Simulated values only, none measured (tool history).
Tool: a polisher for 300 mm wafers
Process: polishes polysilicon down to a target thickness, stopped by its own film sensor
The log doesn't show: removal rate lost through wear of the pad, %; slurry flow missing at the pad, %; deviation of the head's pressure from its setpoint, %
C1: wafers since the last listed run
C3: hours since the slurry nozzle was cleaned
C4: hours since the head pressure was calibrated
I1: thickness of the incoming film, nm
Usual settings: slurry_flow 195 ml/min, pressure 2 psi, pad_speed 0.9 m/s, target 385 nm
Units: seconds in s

Run 1, hour 0: usual settings; C1 0; wafers polished on this pad 3317; C3 569.6; C4 499.1; I1 860. Result: seconds 85.8 s.
Run 2, hour 60.2: usual settings; C1 421; wafers polished on this pad 3738; C3 629.8; C4 559.3; I1 851.8. Result: seconds 84.9 s.
Run 3, hour 115.4: usual settings; C1 386; wafers polished on this pad 4125; C3 685; C4 614.5; I1 860.1. Result: seconds 86.7 s.
Run 4, hour 207.3: usual settings; C1 643; wafers polished on this pad 4768; C3 776.9; C4 706.4; I1 866.3. Result: seconds 84.6 s.
Run 5, hour 279: usual settings; C1 501; wafers polished on this pad 5269; C3 848.6; C4 778.1; I1 866.5. Result: seconds 83.7 s.
At hour 319.3: slurry nozzle cleaned.
At hour 319.7: worn pad replaced by a new one.
At hour 337: head pressure recalibrated.
Run 6, hour 395.4: usual settings; C1 790; wafers polished on this pad 515; C3 76.1; C4 58.4; I1 858.7. Result: seconds 92 s.
Run 7, hour 475.3: usual settings; C1 559; wafers polished on this pad 1074; C3 156; C4 138.3; I1 849. Result: seconds 86.9 s.
Run 8, hour 574.1: usual settings; C1 691; wafers polished on this pad 1766; C3 254.8; C4 237.1; I1 862.8. Result: seconds 85.5 s.
Run 9, hour 651.8: usual settings; C1 543; wafers polished on this pad 2309; C3 332.5; C4 314.8; I1 865.2. Result: seconds 87.5 s.
Run 10, hour 695.3: usual settings; C1 304; wafers polished on this pad 2614; C3 376; C4 358.3; I1 854.2. Result: seconds 83.1 s.
Run 11, hour 772.2: usual settings; C1 538; wafers polished on this pad 3152; C3 452.9; C4 435.2; I1 872.1. Result: seconds 91.3 s.
Run 12, hour 818.4: usual settings; C1 323; wafers polished on this pad 3475; C3 499.1; C4 481.4; I1 857.9. Result: seconds 84 s.
Run 13, hour 879.1: usual settings; C1 424; wafers polished on this pad 3900; C3 559.8; C4 542.1; I1 858.8. Result: seconds 82.6 s.
Run 14, hour 985.7: usual settings but pad_speed 0.82 m/s, target 309 nm; C1 746; wafers polished on this pad 4646; C3 666.4; C4 648.7; I1 867. Result: seconds 104.2 s.
Run 15, hour 1036.4: usual settings but slurry_flow 155 ml/min, pressure 2.2 psi, pad_speed 0.76 m/s, target 543 nm; C1 354; wafers polished on this pad 5001; C3 717.1; C4 699.4; I1 865.4. Result: seconds 61.3 s.
At hour 1111.2: head pressure recalibrated.
Run 16, hour 1124: usual settings but pressure 2.5 psi, target 436 nm; C1 599; wafers polished on this pad 5600; C3 804.7; C4 12.8; I1 846.6. Result: seconds 64.2 s.
At hour 1167.1: worn pad replaced by a new one.
Run 17, hour 1167.6: usual settings but slurry_flow 130 ml/min, target 524 nm; C1 277; wafers polished on this pad 3; C3 848.3; C4 56.4; I1 859.3. Result: seconds 67.4 s.
Run 18, hour 1226.1: usual settings but pressure 1.6 psi, pad_speed 0.74 m/s, target 550 nm; C1 409; wafers polished on this pad 412; C3 906.8; C4 114.9; I1 861.8. Result: seconds 82.9 s.
At hour 1270.7: slurry nozzle cleaned.
Run 19, hour 1332.8: usual settings but slurry_flow 150 ml/min, pressure 1.7 psi, pad_speed 1.12 m/s, target 335 nm; C1 739; wafers polished on this pad 1152; C3 62.1; C4 221.6; I1 858.1. Result: seconds 92.6 s.
Run 20, hour 1428.4: usual settings but pressure 1.5 psi, pad_speed 0.72 m/s, target 307 nm; C1 669; wafers polished on this pad 1821; C3 157.7; C4 317.2; I1 863.5. Result: seconds 155.7 s.
Run 21, hour 1505.3: usual settings; C1 538; wafers polished on this pad 2359; C3 234.6; C4 394.1; I1 847.8. Result: seconds 83.2 s.
Run 22, hour 1579.8: usual settings but slurry_flow 155 ml/min, pad_speed 1 m/s; C1 521; wafers polished on this pad 2880; C3 309.1; C4 468.6; I1 857.2. Result: seconds 80 s.
Run 23, hour 1619.9: usual settings but pressure 1.5 psi, pad_speed 0.6 m/s, target 247 nm; C1 280; wafers polished on this pad 3161; C3 349.2; C4 508.7; I1 863.3. Result: seconds 190.1 s.
Run 24, hour 1698.8: usual settings but slurry_flow 175 ml/min, pressure 2.2 psi, pad_speed 0.62 m/s; C1 552; wafers polished on this pad 3713; C3 428.1; C4 587.6; I1 872.8. Result: seconds 110.6 s.
Run 25, hour 1794.1: usual settings but pressure 1.6 psi, target 279 nm; C1 666; wafers polished on this pad 4380; C3 523.4; C4 682.9; I1 851.8. Result: seconds 124.8 s.
Run 26, hour 1862.6: usual settings but slurry_flow 175 ml/min, pressure 2.4 psi; C1 479; wafers polished on this pad 4860; C3 591.9; C4 751.4; I1 859.8. Result: seconds 73.1 s.
At hour 1878.3: head pressure recalibrated.
Run 27, hour 1950.1: usual settings but slurry_flow 145 ml/min; C1 598; wafers polished on this pad 5458; C3 679.4; C4 71.8; I1 876.9. Result: seconds 98.7 s.
At hour 1959.1: worn pad replaced by a new one.
Run 28, hour 1993: usual settings; C1 272; wafers polished on this pad 237; C3 722.3; C4 114.7; I1 872.4. Result: seconds 93.4 s.
At hour 2017.1: slurry nozzle cleaned.
Run 29, hour 2100: usual settings; C1 741; wafers polished on this pad 979; C3 82.9; C4 221.7; I1 865.1. Result: seconds 85.1 s.
Run 30, hour 2159.2: usual settings but pressure 1.6 psi, pad_speed 0.58 m/s, target 324 nm; C1 414; wafers polished on this pad 1393; C3 142.1; C4 280.9; I1 868.2. Result: seconds 170.1 s.
Run 31, hour 2228.4: usual settings; C1 484; wafers polished on this pad 1878; C3 211.3; C4 350.1; I1 867.8. Result: seconds 88.5 s.
Run 32, hour 2412.5: usual settings; C1 1288; wafers polished on this pad 3166; C3 395.4; C4 534.2; I1 868.4. Result: seconds 86.1 s.
Run 33, hour 2482.2: usual settings but slurry_flow 235 ml/min, pressure 1.4 psi, pad_speed 1.12 m/s, target 220 nm; C1 487; wafers polished on this pad 3654; C3 465.1; C4 603.9; I1 865.3. Result: seconds 129.7 s.
At hour 2696.2: head pressure recalibrated.
At hour 2728.9: worn pad replaced by a new one.
Run 34, hour 2791.5: usual settings but target 439 nm; C1 2122; wafers polished on this pad 438; C3 774.4; C4 95.3; I1 876.1. Result: seconds 82.4 s.
Run 35, hour 2899.5: usual settings but pressure 2.5 psi, pad_speed 0.64 m/s, target 270 nm; C1 755; wafers polished on this pad 1194; C3 882.4; C4 203.3; I1 871.8. Result: seconds 117.4 s.
At hour 2917.6: slurry nozzle cleaned.
Run 36, hour 2938.2: usual settings; C1 263; wafers polished on this pad 1458; C3 20.6; C4 242; I1 846.6. Result: seconds 82.8 s.

Forecast each of these 5 alternatives for the next run:
Run A, hour 2938.6: usual settings but pressure 2.4 psi; C1 2; wafers polished on this pad 1460; C3 21; C4 242.4; I1 858. Result: seconds ?.
Run B, hour 2938.6: usual settings but slurry_flow 155 ml/min, pressure 1.6 psi, pad_speed 1.22 m/s, target 514 nm; C1 2; wafers polished on this pad 1460; C3 21; C4 242.4; I1 858. Result: seconds ?.
Run C, hour 2938.6: usual settings but target 238 nm; C1 2; wafers polished on this pad 1460; C3 21; C4 242.4; I1 858. Result: seconds ?.
Run D, hour 2938.6: usual settings but slurry_flow 230 ml/min; C1 2; wafers polished on this pad 1460; C3 21; C4 242.4; I1 858. Result: seconds ?.
Run E, hour 2938.6: usual settings but slurry_flow 255 ml/min, pad_speed 1.16 m/s; C1 2; wafers polished on this pad 1460; C3 21; C4 242.4; I1 858. Result: seconds ?.

run  seconds
  A     74.3
  B     61.5
  C    114.4
  D     85.8
  E       69
Without the tool's hidden state the same runs would have given:
run  seconds
  A     80.1
  B     66.3
  C    123.4
  D     92.6
  E     74.4
